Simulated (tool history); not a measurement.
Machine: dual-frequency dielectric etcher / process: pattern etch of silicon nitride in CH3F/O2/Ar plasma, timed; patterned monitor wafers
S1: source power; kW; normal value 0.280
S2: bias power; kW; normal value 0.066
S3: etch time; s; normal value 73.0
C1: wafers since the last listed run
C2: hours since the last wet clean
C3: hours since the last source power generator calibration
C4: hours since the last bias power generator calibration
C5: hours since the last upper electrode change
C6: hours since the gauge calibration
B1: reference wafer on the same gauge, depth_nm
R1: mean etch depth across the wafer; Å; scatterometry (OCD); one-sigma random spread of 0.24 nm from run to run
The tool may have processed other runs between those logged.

run 1 hour=0.0 | S1=0.280 S2=0.066 S3=73.0 | C1=0 C2=229.8 C3=386.2 C4=2585.3 C5=3311.1 C6=540.7 | B1=50.25 | R1=452.6
run 2 hour=46.7 | S1=0.280 S2=0.066 S3=73.0 | C1=635 C2=276.5 C3=432.9 C4=2632.0 C5=3357.8 C6=587.4 | B1=50.21 | R1=457.0
run 3 hour=151.3 | S1=0.280 S2=0.066 S3=73.0 | C1=1424 C2=381.1 C3=537.5 C4=2736.6 C5=3462.4 C6=692.0 | B1=50.15 | R1=462.7
run 4 hour=257.1 | S1=0.280 S2=0.066 S3=65.0 | C1=1440 C2=486.9 C3=643.3 C4=2842.4 C5=3568.2 C6=797.8 | B1=50.20 | R1=415.5
-- hour=298.1 wet clean of the chamber
run 5 hour=419.7 | S1=0.280 S2=0.066 S3=73.0 | C1=1886 C2=121.6 C3=805.9 C4=3005.0 C5=3730.8 C6=960.4 | B1=50.22 | R1=449.1
run 6 hour=503.0 | S1=0.280 S2=0.066 S3=73.0 | C1=1134 C2=204.9 C3=889.2 C4=3088.3 C5=3814.1 C6=1043.7 | B1=50.17 | R1=446.8
run 7 hour=567.7 | S1=0.280 S2=0.066 S3=73.0 | C1=880 C2=269.6 C3=953.9 C4=3153.0 C5=3878.8 C6=1108.4 | B1=50.26 | R1=454.2
-- hour=667.7 gauge calibrated
run 8 hour=671.4 | S1=0.280 S2=0.076 S3=73.0 | C1=1411 C2=373.3 C3=1057.6 C4=3256.7 C5=3982.5 C6=3.7 | B1=50.17 | R1=479.8
-- hour=722.6 bias power generator calibrated
run 9 hour=751.5 | S1=0.280 S2=0.076 S3=73.0 | C1=1036 C2=453.4 C3=1137.7 C4=28.9 C5=4062.6 C6=83.8 | B1=50.12 | R1=475.1
-- hour=790.2 wet clean of the chamber
run 10 hour=790.7 | S1=0.280 S2=0.076 S3=73.0 | C1=206 C2=0.5 C3=1176.9 C4=68.1 C5=4101.8 C6=123.0 | B1=50.27 | R1=461.6
run 11 hour=852.5 | S1=0.280 S2=0.066 S3=73.0 | C1=841 C2=62.3 C3=1238.7 C4=129.9 C5=4163.6 C6=184.8 | B1=50.13 | R1=440.7
run 12 hour=897.3 | S1=0.280 S2=0.066 S3=81.5 | C1=609 C2=107.1 C3=1283.5 C4=174.7 C5=4208.4 C6=229.6 | B1=50.10 | R1=498.7
run 13 hour=976.8 | S1=0.280 S2=0.066 S3=73.0 | C1=1082 C2=186.6 C3=1363.0 C4=254.2 C5=4287.9 C6=309.1 | B1=50.16 | R1=447.6
-- hour=1030.4 upper electrode replaced, of another model than before
run 14 hour=1080.5 | S1=0.240 S2=0.066 S3=62.0 | C1=1085 C2=290.3 C3=1466.7 C4=357.9 C5=50.1 C6=412.8 | B1=50.16 | R1=366.7
run 15 hour=1127.1 | S1=0.280 S2=0.066 S3=73.0 | C1=634 C2=336.9 C3=1513.3 C4=404.5 C5=96.7 C6=459.4 | B1=50.28 | R1=452.5
-- hour=1198.9 source power generator calibrated
-- hour=1217.3 wet clean of the chamber
run 16 hour=1222.3 | S1=0.260 S2=0.070 S3=53.0 | C1=990 C2=5.0 C3=23.4 C4=499.7 C5=191.9 C6=554.6 | B1=50.27 | R1=316.9
run 17 hour=1260.6 | S1=0.250 S2=0.066 S3=73.0 | C1=521 C2=43.3 C3=61.7 C4=538.0 C5=230.2 C6=592.9 | B1=50.26 | R1=430.6
run 18 hour=1364.5 | S1=0.220 S2=0.055 S3=89.0 | C1=1414 C2=147.2 C3=165.6 C4=641.9 C5=334.1 C6=696.8 | B1=50.21 | R1=489.9
run 19 hour=1456.2 | S1=0.280 S2=0.066 S3=73.0 | C1=1248 C2=238.9 C3=257.3 C4=733.6 C5=425.8 C6=788.5 | B1=50.22 | R1=456.0
run 20 hour=1538.0 | S1=0.220 S2=0.052 S3=73.0 | C1=1113 C2=320.7 C3=339.1 C4=815.4 C5=507.6 C6=870.3 | B1=50.27 | R1=404.9
run 21 hour=1614.1 | S1=0.340 S2=0.066 S3=79.5 | C1=1036 C2=396.8 C3=415.2 C4=891.5 C5=583.7 C6=946.4 | B1=50.24 | R1=539.3
-- hour=1625.4 gauge calibrated
run 22 hour=1718.7 | S1=0.220 S2=0.066 S3=51.5 | C1=1424 C2=501.4 C3=519.8 C4=996.1 C5=688.3 C6=93.3 | B1=50.20 | R1=306.2
-- hour=1744.0 wet clean of the chamber
run 23 hour=1760.5 | S1=0.280 S2=0.066 S3=73.0 | C1=242 C2=16.5 C3=561.6 C4=1037.9 C5=730.1 C6=135.1 | B1=50.19 | R1=445.9
run 24 hour=1863.1 | S1=0.280 S2=0.059 S3=67.0 | C1=1396 C2=119.1 C3=664.2 C4=1140.5 C5=832.7 C6=237.7 | B1=50.23 | R1=406.2

What if the next run were any one of these 4? Each begins from the tool's condition after run 24:
run A hour=1863.5 | S1=0.280 S2=0.066 S3=73.0 | C1=5 C2=119.5 C3=664.6 C4=1140.9 C5=833.1 C6=238.1 | B1=? | R1=?
run B hour=1863.5 | S1=0.250 S2=0.051 S3=73.0 | C1=5 C2=119.5 C3=664.6 C4=1140.9 C5=833.1 C6=238.1 | B1=? | R1=?
run C hour=1863.5 | S1=0.330 S2=0.073 S3=73.0 | C1=5 C2=119.5 C3=664.6 C4=1140.9 C5=833.1 C6=238.1 | B1=? | R1=?
run D hour=1863.5 | S1=0.260 S2=0.071 S3=60.0 | C1=5 C2=119.5 C3=664.6 C4=1140.9 C5=833.1 C6=238.1 | B1=? | R1=?

run=A B1=50.19 R1=450.5
run=B B1=50.19 R1=415.2
run=C B1=50.19 R1=484.9
run=D B1=50.19 R1=366.5
With no hidden state in the tool, these same runs would have given:
run=A R1=445.0
run=B R1=410.1
run=C R1=479.0
run=D R1=361.9

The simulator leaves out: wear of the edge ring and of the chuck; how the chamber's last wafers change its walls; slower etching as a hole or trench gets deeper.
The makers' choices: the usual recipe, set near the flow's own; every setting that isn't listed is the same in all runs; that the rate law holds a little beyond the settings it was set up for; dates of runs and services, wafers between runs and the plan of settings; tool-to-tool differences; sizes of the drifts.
